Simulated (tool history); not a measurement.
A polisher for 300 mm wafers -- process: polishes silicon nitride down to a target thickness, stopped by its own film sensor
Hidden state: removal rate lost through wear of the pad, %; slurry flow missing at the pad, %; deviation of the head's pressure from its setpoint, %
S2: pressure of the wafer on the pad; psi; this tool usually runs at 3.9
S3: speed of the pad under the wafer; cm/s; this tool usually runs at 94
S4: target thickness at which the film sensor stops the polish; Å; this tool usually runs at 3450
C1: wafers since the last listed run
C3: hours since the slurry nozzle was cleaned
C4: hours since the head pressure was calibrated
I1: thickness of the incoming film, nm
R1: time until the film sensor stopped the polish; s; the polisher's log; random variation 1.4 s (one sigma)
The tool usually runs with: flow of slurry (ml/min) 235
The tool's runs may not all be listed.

{"run": 1, "day": 0.0, "flow of slurry (ml/min)": 280, "S2": 3.9, "S3": 94, "S4": 3450, "C1": 0, "wafers polished on this pad": 9, "C3": 249.6, "C4": 1124.9, "I1": 534.7, "R1": 86.8}
{"run": 2, "day": 0.596, "flow of slurry (ml/min)": 280, "S2": 3.9, "S3": 94, "S4": 3450, "C1": 129, "wafers polished on this pad": 139, "C3": 263.9, "C4": 1139.2, "I1": 544.7, "R1": 92.2}
{"day": 0.746, "done": "slurry nozzle cleaned"}
{"run": 3, "day": 1.846, "flow of slurry (ml/min)": 280, "S2": 3.9, "S3": 94, "S4": 3450, "C1": 263, "wafers polished on this pad": 402, "C3": 26.4, "C4": 1169.2, "I1": 541.2, "R1": 93.2}
{"run": 4, "day": 2.754, "flow of slurry (ml/min)": 235, "S2": 3.9, "S3": 94, "S4": 3450, "C1": 197, "wafers polished on this pad": 600, "C3": 48.2, "C4": 1191, "I1": 537.7, "R1": 92.2}
{"day": 3.304, "done": "worn pad replaced by a new one"}
{"run": 5, "day": 3.496, "flow of slurry (ml/min)": 235, "S2": 3.9, "S3": 94, "S4": 3450, "C1": 125, "wafers polished on this pad": 41, "C3": 66, "C4": 1208.8, "I1": 540.6, "R1": 93.2}
{"run": 6, "day": 4.696, "flow of slurry (ml/min)": 235, "S2": 3.9, "S3": 94, "S4": 3450, "C1": 261, "wafers polished on this pad": 303, "C3": 94.8, "C4": 1237.6, "I1": 537.8, "R1": 92.4}
{"run": 7, "day": 5.758, "flow of slurry (ml/min)": 185, "S2": 3.9, "S3": 94, "S4": 3450, "C1": 231, "wafers polished on this pad": 534, "C3": 120.3, "C4": 1263.1, "I1": 542.4, "R1": 94.2}
{"day": 6.55, "done": "worn pad replaced by a new one"}
{"run": 8, "day": 7.121, "flow of slurry (ml/min)": 185, "S2": 3.9, "S3": 94, "S4": 3450, "C1": 260, "wafers polished on this pad": 124, "C3": 153, "C4": 1295.8, "I1": 542.9, "R1": 95.6}
{"run": 9, "day": 8.079, "flow of slurry (ml/min)": 235, "S2": 3.9, "S3": 94, "S4": 3450, "C1": 208, "wafers polished on this pad": 333, "C3": 176, "C4": 1318.8, "I1": 544.7, "R1": 95.8}
{"run": 10, "day": 9.417, "flow of slurry (ml/min)": 235, "S2": 3.9, "S3": 94, "S4": 3450, "C1": 291, "wafers polished on this pad": 624, "C3": 208.1, "C4": 1350.9, "I1": 539.2, "R1": 91.9}
{"day": 9.9, "done": "head pressure recalibrated"}
{"day": 10.512, "done": "worn pad replaced by a new one"}
{"run": 11, "day": 10.533, "flow of slurry (ml/min)": 235, "S2": 2.7, "S3": 94, "S4": 4080, "C1": 188, "wafers polished on this pad": 4, "C3": 234.9, "C4": 15.2, "I1": 536, "R1": 81.9}
{"run": 12, "day": 11.271, "flow of slurry (ml/min)": 235, "S2": 3.9, "S3": 104, "S4": 4090, "C1": 160, "wafers polished on this pad": 165, "C3": 252.6, "C4": 32.9, "I1": 539.5, "R1": 56.6}
{"run": 13, "day": 12.129, "flow of slurry (ml/min)": 235, "S2": 3.9, "S3": 94, "S4": 3450, "C1": 186, "wafers polished on this pad": 352, "C3": 273.2, "C4": 53.5, "I1": 539.5, "R1": 95.1}
{"day": 12.479, "done": "slurry nozzle cleaned"}
{"run": 14, "day": 12.742, "flow of slurry (ml/min)": 265, "S2": 3.9, "S3": 94, "S4": 3450, "C1": 124, "wafers polished on this pad": 476, "C3": 6.3, "C4": 68.2, "I1": 541.8, "R1": 90.8}
{"run": 15, "day": 13.754, "flow of slurry (ml/min)": 160, "S2": 3.9, "S3": 94, "S4": 3450, "C1": 220, "wafers polished on this pad": 696, "C3": 30.6, "C4": 92.5, "I1": 538, "R1": 93.4}
{"day": 14.283, "done": "worn pad replaced by a new one"}
{"run": 16, "day": 14.8, "flow of slurry (ml/min)": 280, "S2": 3.9, "S3": 94, "S4": 3450, "C1": 191, "wafers polished on this pad": 112, "C3": 55.7, "C4": 117.6, "I1": 538.5, "R1": 91.4}
{"run": 17, "day": 15.854, "flow of slurry (ml/min)": 260, "S2": 3.9, "S3": 70, "S4": 3030, "C1": 229, "wafers polished on this pad": 342, "C3": 81, "C4": 142.9, "I1": 540.4, "R1": 137.5}

Predict the results of run 18:
{"run": 18, "day": 17.233, "flow of slurry (ml/min)": 165, "S2": 4.3, "S3": 62, "S4": 4080, "C1": 300, "wafers polished on this pad": 642, "C3": 114.1, "C4": 176, "I1": 540.8, "R1": "?"}

R1: 82.9 s
Had the tool carried no hidden state, the very same run would have given R1 82.9 s.

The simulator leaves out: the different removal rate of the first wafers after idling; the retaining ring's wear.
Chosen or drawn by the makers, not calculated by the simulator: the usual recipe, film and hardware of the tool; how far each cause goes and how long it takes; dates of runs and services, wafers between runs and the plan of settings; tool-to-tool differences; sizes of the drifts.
